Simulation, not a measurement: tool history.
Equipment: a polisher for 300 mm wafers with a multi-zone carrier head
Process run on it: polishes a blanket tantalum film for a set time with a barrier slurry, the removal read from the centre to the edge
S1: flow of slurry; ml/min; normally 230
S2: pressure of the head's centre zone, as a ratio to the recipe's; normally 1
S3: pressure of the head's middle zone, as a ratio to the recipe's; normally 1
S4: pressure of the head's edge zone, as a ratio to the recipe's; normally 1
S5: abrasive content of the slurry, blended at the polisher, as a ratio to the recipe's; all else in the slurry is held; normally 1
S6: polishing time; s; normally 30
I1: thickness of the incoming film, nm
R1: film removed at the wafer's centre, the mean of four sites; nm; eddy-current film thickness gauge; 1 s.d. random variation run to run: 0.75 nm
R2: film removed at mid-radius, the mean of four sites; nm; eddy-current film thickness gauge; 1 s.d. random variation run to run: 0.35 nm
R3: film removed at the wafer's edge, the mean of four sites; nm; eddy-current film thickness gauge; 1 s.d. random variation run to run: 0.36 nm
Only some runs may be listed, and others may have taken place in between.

run	day	S1	S2	S3	S4	S5	S6	I1	R1	R2	R3
1	0	230	1	1	1	1	30	319.7	52.5	53.6	53.4
2	0.492	230	1	1	1	1	30	319.1	52.3	53	52.8
3	0.75	230	1	1	1	1	30	320.2	51.5	51.7	53
4	1.112	230	0.96	1	1	1	30	321.2	50.7	51.4	51.6
5	1.683	230	1	1	1	1	30	316.5	49.4	50.1	50.2
# day 1.942: worn pad replaced by a new one
6	2.288	230	1	1	1	1	30	316.2	53.8	56.6	56.3
# day 2.517: centre zone pressure recalibrated
7	3	230	1	0.94	1	1	30	319.4	54.8	52.7	55.5
8	3.308	230	1	0.94	1	1	30	317.9	54.2	52.1	55.1
9	3.983	230	1	0.92	1	1	36	322	64.6	60.9	66.1
10	4.604	230	1.06	0.93	1	1.15	30	313.8	57.9	52.8	56.4
11	5.125	230	1	1	1	1	30	325.7	53.3	53.2	53
# day 6.225: slurry nozzle cleaned
12	6.392	230	0.89	1	1	1	24	317.2	37.2	40.3	40.7

Estimate the outcome of run 13 from the log above:
# day 6.954: worn pad replaced by a new one
13	6.975	230	1	1	1	1	30	322.3	?	?	?

R1: 55.2 nm
R2: 55.6 nm
R3: 56.5 nm
Without the tool's hidden state the same run would have given R1 55.4 nm, R2 55.7 nm, R3 56.7 nm.

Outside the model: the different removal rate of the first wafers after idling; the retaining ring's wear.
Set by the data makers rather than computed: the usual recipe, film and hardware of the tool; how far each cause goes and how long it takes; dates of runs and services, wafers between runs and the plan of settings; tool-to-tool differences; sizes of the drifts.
